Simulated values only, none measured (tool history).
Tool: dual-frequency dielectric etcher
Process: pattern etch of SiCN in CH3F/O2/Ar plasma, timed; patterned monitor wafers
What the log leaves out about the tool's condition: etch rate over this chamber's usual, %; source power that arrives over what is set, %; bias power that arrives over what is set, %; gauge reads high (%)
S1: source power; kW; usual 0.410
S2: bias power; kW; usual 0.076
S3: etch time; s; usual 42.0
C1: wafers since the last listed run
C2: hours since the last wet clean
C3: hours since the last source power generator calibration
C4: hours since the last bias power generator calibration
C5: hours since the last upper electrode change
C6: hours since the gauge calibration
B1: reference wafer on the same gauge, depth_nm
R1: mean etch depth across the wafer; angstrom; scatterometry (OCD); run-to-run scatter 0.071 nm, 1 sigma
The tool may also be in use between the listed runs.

Run 1, hour 0.0: usual settings; C1 0; C2 396.0; C3 3113.2; C4 2215.1; C5 5079.9; C6 637.5; B1 13.47. Result: R1 165.8 angstrom.
At hour 47.0: wet clean of the chamber.
Run 2, hour 47.5: usual settings; C1 237; C2 0.5; C3 3160.7; C4 2262.6; C5 5127.4; C6 685.0; B1 13.47. Result: R1 166.0 angstrom.
Run 3, hour 47.8: usual settings; C1 3; C2 0.8; C3 3161.0; C4 2262.9; C5 5127.7; C6 685.3; B1 13.47. Result: R1 166.3 angstrom.
Run 4, hour 76.1: usual settings but S1 0.390 kW; C1 285; C2 29.1; C3 3189.3; C4 2291.2; C5 5156.0; C6 713.6; B1 13.46. Result: R1 160.1 angstrom.
Run 5, hour 89.4: usual settings but S2 0.085 kW; C1 134; C2 42.4; C3 3202.6; C4 2304.5; C5 5169.3; C6 726.9; B1 13.46. Result: R1 172.9 angstrom.
Run 6, hour 110.3: usual settings but S2 0.085 kW; C1 211; C2 63.3; C3 3223.5; C4 2325.4; C5 5190.2; C6 747.8; B1 13.46. Result: R1 173.4 angstrom.
Run 7, hour 139.2: usual settings but S2 0.085 kW; C1 291; C2 92.2; C3 3252.4; C4 2354.3; C5 5219.1; C6 776.7; B1 13.46. Result: R1 172.9 angstrom.
Run 8, hour 163.2: usual settings but S2 0.091 kW, S3 52.0 s; C1 242; C2 116.2; C3 3276.4; C4 2378.3; C5 5243.1; C6 800.7; B1 13.45. Result: R1 219.5 angstrom.
At hour 169.5: source power generator calibrated.
Run 9, hour 183.6: usual settings; C1 165; C2 136.6; C3 14.1; C4 2398.7; C5 5263.5; C6 821.1; B1 13.43. Result: R1 165.8 angstrom.
At hour 205.0: gauge calibrated.
At hour 293.9: upper electrode replaced.
Run 10, hour 294.4: usual settings but S1 0.340 kW; C1 877; C2 247.4; C3 124.9; C4 2509.5; C5 0.5; C6 89.4; B1 13.86. Result: R1 151.9 angstrom.
Run 11, hour 310.1: usual settings; C1 158; C2 263.1; C3 140.6; C4 2525.2; C5 16.2; C6 105.1; B1 13.84. Result: R1 169.7 angstrom.
At hour 332.8: bias power generator calibrated.
Run 12, hour 338.4: usual settings but S1 0.460 kW, S2 0.086 kW, S3 36.0 s; C1 245; C2 291.4; C3 168.9; C4 5.6; C5 44.5; C6 133.4; B1 13.80. Result: R1 164.0 angstrom.
Run 13, hour 368.1: usual settings; C1 300; C2 321.1; C3 198.6; C4 35.3; C5 74.2; C6 163.1; B1 13.76. Result: R1 169.4 angstrom.
Run 14, hour 464.0: usual settings but S1 0.510 kW, S2 0.092 kW; C1 968; C2 417.0; C3 294.5; C4 131.2; C5 170.1; C6 259.0; B1 13.67. Result: R1 204.0 angstrom.
Run 15, hour 509.4: usual settings but S1 0.510 kW, S2 0.092 kW; C1 458; C2 462.4; C3 339.9; C4 176.6; C5 215.5; C6 304.4; B1 13.66. Result: R1 205.1 angstrom.
Run 16, hour 525.6: usual settings but S1 0.360 kW, S2 0.069 kW, S3 38.0 s; C1 163; C2 478.6; C3 356.1; C4 192.8; C5 231.7; C6 320.6; B1 13.63. Result: R1 134.6 angstrom.
At hour 549.9: wet clean of the chamber.
Run 17, hour 561.0: usual settings; C1 115; C2 11.1; C3 391.5; C4 228.2; C5 267.1; C6 356.0; B1 13.63. Result: R1 167.3 angstrom.
Run 18, hour 592.4: usual settings but S2 0.067 kW, S3 30.5 s; C1 317; C2 42.5; C3 422.9; C4 259.6; C5 298.5; C6 387.4; B1 13.60. Result: R1 114.4 angstrom.
Run 19, hour 624.0: usual settings but S1 0.350 kW, S2 0.059 kW, S3 32.0 s; C1 319; C2 74.1; C3 454.5; C4 291.2; C5 330.1; C6 419.0; B1 13.60. Result: R1 103.1 angstrom.
Run 20, hour 651.8: usual settings; C1 280; C2 101.9; C3 482.3; C4 319.0; C5 357.9; C6 446.8; B1 13.57. Result: R1 167.2 angstrom.
Run 21, hour 674.3: usual settings but S1 0.470 kW; C1 227; C2 124.4; C3 504.8; C4 341.5; C5 380.4; C6 469.3; B1 13.56. Result: R1 179.2 angstrom.
Run 22, hour 703.8: usual settings but S1 0.320 kW, S3 50.5 s; C1 298; C2 153.9; C3 534.3; C4 371.0; C5 409.9; C6 498.8; B1 13.57. Result: R1 170.7 angstrom.
Run 23, hour 722.5: usual settings but S1 0.470 kW, S2 0.081 kW, S3 31.0 s; C1 188; C2 172.6; C3 553.0; C4 389.7; C5 428.6; C6 517.5; B1 13.56. Result: R1 135.7 angstrom.
Run 24, hour 746.9: usual settings but S1 0.480 kW, S2 0.068 kW; C1 246; C2 197.0; C3 577.4; C4 414.1; C5 453.0; C6 541.9; B1 13.55. Result: R1 174.2 angstrom.
Run 25, hour 768.5: usual settings but S1 0.510 kW, S2 0.086 kW; C1 218; C2 218.6; C3 599.0; C4 435.7; C5 474.6; C6 563.5; B1 13.53. Result: R1 197.9 angstrom.
Run 26, hour 788.8: usual settings; C1 205; C2 238.9; C3 619.3; C4 456.0; C5 494.9; C6 583.8; B1 13.53. Result: R1 166.4 angstrom.
Run 27, hour 818.9: usual settings but S3 47.5 s; C1 304; C2 269.0; C3 649.4; C4 486.1; C5 525.0; C6 613.9; B1 13.51. Result: R1 187.2 angstrom.

Run 28, settings as shown, results not yet in. Your forecast:
Run 28, hour 837.1: usual settings but S1 0.460 kW, S2 0.089 kW, S3 52.5 s; C1 183; C2 287.2; C3 667.6; C4 504.3; C5 543.2; C6 632.1; B1 ?. Result: R1 ?.

For run 28 the tool returned B1 13.51, R1 238.5 angstrom.
With the hidden condition absent and the run-to-run variation left alone, this run would have shown R1 247.0 angstrom.
